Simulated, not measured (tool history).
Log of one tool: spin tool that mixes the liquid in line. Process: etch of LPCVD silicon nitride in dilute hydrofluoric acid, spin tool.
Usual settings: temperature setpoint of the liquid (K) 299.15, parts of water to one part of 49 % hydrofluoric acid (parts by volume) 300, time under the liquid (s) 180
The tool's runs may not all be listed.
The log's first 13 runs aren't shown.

run,hour,temperature setpoint of the liquid (K),parts of water to one part of 49 % hydrofluoric acid (parts by volume),time under the liquid (s),"read-back film thickness of the LPCVD silicon nitride reference wafer, read on the same gauge (nm)",thickness taken off the LPCVD silicon nitride on a monitor wafer (nm)
14,967.9,299.15,385,180,120.025,0.266
15,1057.2,302.65,300,180,120.003,0.399
16,1154.9,302.65,300,180,119.973,0.361
17,1248.8,296.65,420,285,120.039,0.264
18,1290.5,301.65,225,95,120.010,0.273
19,1356.4,295.15,355,85,120.046,0.134
20,1411.1,299.15,300,180,120.039,0.348
21,1460.1,295.65,355,180,119.995,0.245
22,1558.7,299.15,300,240,120.028,0.486
23,1642.7,299.15,300,180,120.047,0.350
24,1692.4,299.15,300,180,119.989,0.299
# hour 1738.7: thermometer replaced
# hour 1748.4: hydrofluoric acid flow meter replaced
25,1758.1,299.15,400,210,120.002,0.322
26,1855.6,299.15,410,95,120.023,0.149
27,1911.6,299.15,300,180,120.013,0.333
28,1954.5,303.65,300,180,120.001,0.405
29,2023.2,303.65,350,250,119.971,0.507
30,2087.0,300.65,300,260,120.037,0.570
# hour 2140.3: gauge calibrated
31,2187.0,295.15,260,135,120.007,0.209
32,2226.8,301.15,240,220,119.994,0.754

4 ways to go on from here, each from the tool as it stands after run 32. What would each give?
A,2227.3,299.15,300,180,?,?
B,2227.3,301.65,245,265,?,?
C,2227.3,302.15,255,270,?,?
D,2227.3,302.65,215,270,?,?

run,"read-back film thickness of the LPCVD silicon nitride reference wafer, read on the same gauge (nm)",thickness taken off the LPCVD silicon nitride on a monitor wafer (nm)
A,120.009,0.334
B,120.009,0.701
C,120.009,0.706
D,120.009,0.866
Without the tool's hidden state the same runs would have given:
run,thickness taken off the LPCVD silicon nitride on a monitor wafer (nm)
A,0.334
B,0.701
C,0.706
D,0.866
